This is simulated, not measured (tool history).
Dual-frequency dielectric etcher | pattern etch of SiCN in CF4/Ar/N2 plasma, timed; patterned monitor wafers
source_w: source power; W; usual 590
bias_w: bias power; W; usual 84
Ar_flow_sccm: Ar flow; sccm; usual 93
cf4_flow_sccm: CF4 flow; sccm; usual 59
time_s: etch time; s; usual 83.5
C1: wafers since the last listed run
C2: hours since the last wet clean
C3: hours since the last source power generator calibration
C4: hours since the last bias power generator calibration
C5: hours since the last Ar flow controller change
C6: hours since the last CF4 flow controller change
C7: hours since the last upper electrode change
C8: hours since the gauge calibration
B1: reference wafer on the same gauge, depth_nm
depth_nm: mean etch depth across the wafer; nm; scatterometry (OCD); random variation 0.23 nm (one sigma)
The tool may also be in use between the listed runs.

run 1 hour=0.0 | source_w=590 bias_w=84 Ar_flow_sccm=93 cf4_flow_sccm=59 time_s=83.5 | C1=0 C2=384.2 C3=303.8 C4=3663.1 C5=4729.5 C6=244.5 C7=334.4 C8=904.7 | B1=92.7 | depth_nm=90.7
run 2 hour=43.0 | source_w=590 bias_w=84 Ar_flow_sccm=93 cf4_flow_sccm=59 time_s=83.5 | C1=584 C2=427.2 C3=346.8 C4=3706.1 C5=4772.5 C6=287.5 C7=377.4 C8=947.7 | B1=92.6 | depth_nm=90.9
-- hour=71.1 wet clean of the chamber
run 3 hour=99.0 | source_w=590 bias_w=65 Ar_flow_sccm=93 cf4_flow_sccm=51 time_s=83.5 | C1=435 C2=27.9 C3=402.8 C4=3762.1 C5=4828.5 C6=343.5 C7=433.4 C8=1003.7 | B1=92.6 | depth_nm=74.7
run 4 hour=127.7 | source_w=550 bias_w=84 Ar_flow_sccm=93 cf4_flow_sccm=65 time_s=83.5 | C1=390 C2=56.6 C3=431.5 C4=3790.8 C5=4857.2 C6=372.2 C7=462.1 C8=1032.4 | B1=92.6 | depth_nm=85.8
-- hour=194.1 Ar flow controller replaced
-- hour=228.2 bias power generator calibrated
run 5 hour=269.6 | source_w=480 bias_w=84 Ar_flow_sccm=74 cf4_flow_sccm=59 time_s=61.0 | C1=1794 C2=198.5 C3=573.4 C4=41.4 C5=75.5 C6=514.1 C7=604.0 C8=1174.3 | B1=92.5 | depth_nm=53.6
run 6 hour=328.3 | source_w=460 bias_w=84 Ar_flow_sccm=93 cf4_flow_sccm=59 time_s=83.5 | C1=798 C2=257.2 C3=632.1 C4=100.1 C5=134.2 C6=572.8 C7=662.7 C8=1233.0 | B1=92.6 | depth_nm=67.5
run 7 hour=356.3 | source_w=680 bias_w=96 Ar_flow_sccm=93 cf4_flow_sccm=59 time_s=83.5 | C1=380 C2=285.2 C3=660.1 C4=128.1 C5=162.2 C6=600.8 C7=690.7 C8=1261.0 | B1=92.6 | depth_nm=109.9
run 8 hour=418.9 | source_w=590 bias_w=84 Ar_flow_sccm=93 cf4_flow_sccm=59 time_s=104.0 | C1=851 C2=347.8 C3=722.7 C4=190.7 C5=224.8 C6=663.4 C7=753.3 C8=1323.6 | B1=92.6 | depth_nm=109.9
-- hour=465.2 wet clean of the chamber
run 9 hour=486.8 | source_w=590 bias_w=100 Ar_flow_sccm=112 cf4_flow_sccm=71 time_s=58.5 | C1=597 C2=21.6 C3=790.6 C4=258.6 C5=292.7 C6=731.3 C7=821.2 C8=1391.5 | B1=92.7 | depth_nm=68.7
run 10 hour=527.0 | source_w=540 bias_w=90 Ar_flow_sccm=100 cf4_flow_sccm=71 time_s=83.5 | C1=546 C2=61.8 C3=830.8 C4=298.8 C5=332.9 C6=771.5 C7=861.4 C8=1431.7 | B1=92.6 | depth_nm=85.6
-- hour=541.5 gauge calibrated
run 11 hour=562.8 | source_w=470 bias_w=77 Ar_flow_sccm=102 cf4_flow_sccm=46 time_s=83.5 | C1=487 C2=97.6 C3=866.6 C4=334.6 C5=368.7 C6=807.3 C7=897.2 C8=21.3 | B1=92.6 | depth_nm=60.3
run 12 hour=616.1 | source_w=590 bias_w=100 Ar_flow_sccm=113 cf4_flow_sccm=59 time_s=83.5 | C1=725 C2=150.9 C3=919.9 C4=387.9 C5=422.0 C6=860.6 C7=950.5 C8=74.6 | B1=92.6 | depth_nm=94.2
run 13 hour=648.5 | source_w=590 bias_w=84 Ar_flow_sccm=93 cf4_flow_sccm=59 time_s=62.5 | C1=440 C2=183.3 C3=952.3 C4=420.3 C5=454.4 C6=893.0 C7=982.9 C8=107.0 | B1=92.5 | depth_nm=65.9
run 14 hour=675.3 | source_w=590 bias_w=84 Ar_flow_sccm=93 cf4_flow_sccm=59 time_s=83.5 | C1=364 C2=210.1 C3=979.1 C4=447.1 C5=481.2 C6=919.8 C7=1009.7 C8=133.8 | B1=92.6 | depth_nm=87.6
run 15 hour=722.4 | source_w=590 bias_w=84 Ar_flow_sccm=93 cf4_flow_sccm=59 time_s=83.5 | C1=640 C2=257.2 C3=1026.2 C4=494.2 C5=528.3 C6=966.9 C7=1056.8 C8=180.9 | B1=92.7 | depth_nm=87.3
run 16 hour=868.9 | source_w=590 bias_w=84 Ar_flow_sccm=93 cf4_flow_sccm=72 time_s=65.0 | C1=1992 C2=403.7 C3=1172.7 C4=640.7 C5=674.8 C6=1113.4 C7=1203.3 C8=327.4 | B1=92.7 | depth_nm=71.2
run 17 hour=893.8 | source_w=480 bias_w=84 Ar_flow_sccm=93 cf4_flow_sccm=66 time_s=83.5 | C1=338 C2=428.6 C3=1197.6 C4=665.6 C5=699.7 C6=1138.3 C7=1228.2 C8=352.3 | B1=92.6 | depth_nm=71.8
-- hour=938.2 wet clean of the chamber
run 18 hour=942.8 | source_w=590 bias_w=93 Ar_flow_sccm=93 cf4_flow_sccm=50 time_s=99.5 | C1=340 C2=4.6 C3=1246.6 C4=714.6 C5=748.7 C6=1187.3 C7=1277.2 C8=401.3 | B1=92.6 | depth_nm=106.4
run 19 hour=976.2 | source_w=590 bias_w=84 Ar_flow_sccm=93 cf4_flow_sccm=59 time_s=83.5 | C1=454 C2=38.0 C3=1280.0 C4=748.0 C5=782.1 C6=1220.7 C7=1310.6 C8=434.7 | B1=92.6 | depth_nm=87.4
run 20 hour=1029.2 | source_w=590 bias_w=84 Ar_flow_sccm=93 cf4_flow_sccm=59 time_s=83.5 | C1=721 C2=91.0 C3=1333.0 C4=801.0 C5=835.1 C6=1273.7 C7=1363.6 C8=487.7 | B1=92.6 | depth_nm=87.4

5 ways to go on from here, each from the tool as it stands after run 20. What would each give?
run A hour=1029.6 | source_w=590 bias_w=84 Ar_flow_sccm=93 cf4_flow_sccm=59 time_s=83.5 | C1=5 C2=91.4 C3=1333.4 C4=801.4 C5=835.5 C6=1274.1 C7=1364.0 C8=488.1 | B1=? | depth_nm=?
run B hour=1029.6 | source_w=510 bias_w=72 Ar_flow_sccm=93 cf4_flow_sccm=59 time_s=69.5 | C1=5 C2=91.4 C3=1333.4 C4=801.4 C5=835.5 C6=1274.1 C7=1364.0 C8=488.1 | B1=? | depth_nm=?
run C hour=1029.6 | source_w=590 bias_w=77 Ar_flow_sccm=115 cf4_flow_sccm=71 time_s=83.5 | C1=5 C2=91.4 C3=1333.4 C4=801.4 C5=835.5 C6=1274.1 C7=1364.0 C8=488.1 | B1=? | depth_nm=?
run D hour=1029.6 | source_w=500 bias_w=84 Ar_flow_sccm=93 cf4_flow_sccm=59 time_s=99.5 | C1=5 C2=91.4 C3=1333.4 C4=801.4 C5=835.5 C6=1274.1 C7=1364.0 C8=488.1 | B1=? | depth_nm=?
run E hour=1029.6 | source_w=670 bias_w=71 Ar_flow_sccm=93 cf4_flow_sccm=59 time_s=83.5 | C1=5 C2=91.4 C3=1333.4 C4=801.4 C5=835.5 C6=1274.1 C7=1364.0 C8=488.1 | B1=? | depth_nm=?

run=A B1=92.6 depth_nm=87.5
run=B B1=92.6 depth_nm=56.9
run=C B1=92.6 depth_nm=83.7
run=D B1=92.6 depth_nm=87.4
run=E B1=92.6 depth_nm=90.4
Without the tool's hidden state the same runs would have given:
run=A depth_nm=90.6
run=B depth_nm=59.0
run=C depth_nm=86.8
run=D depth_nm=90.5
run=E depth_nm=93.7
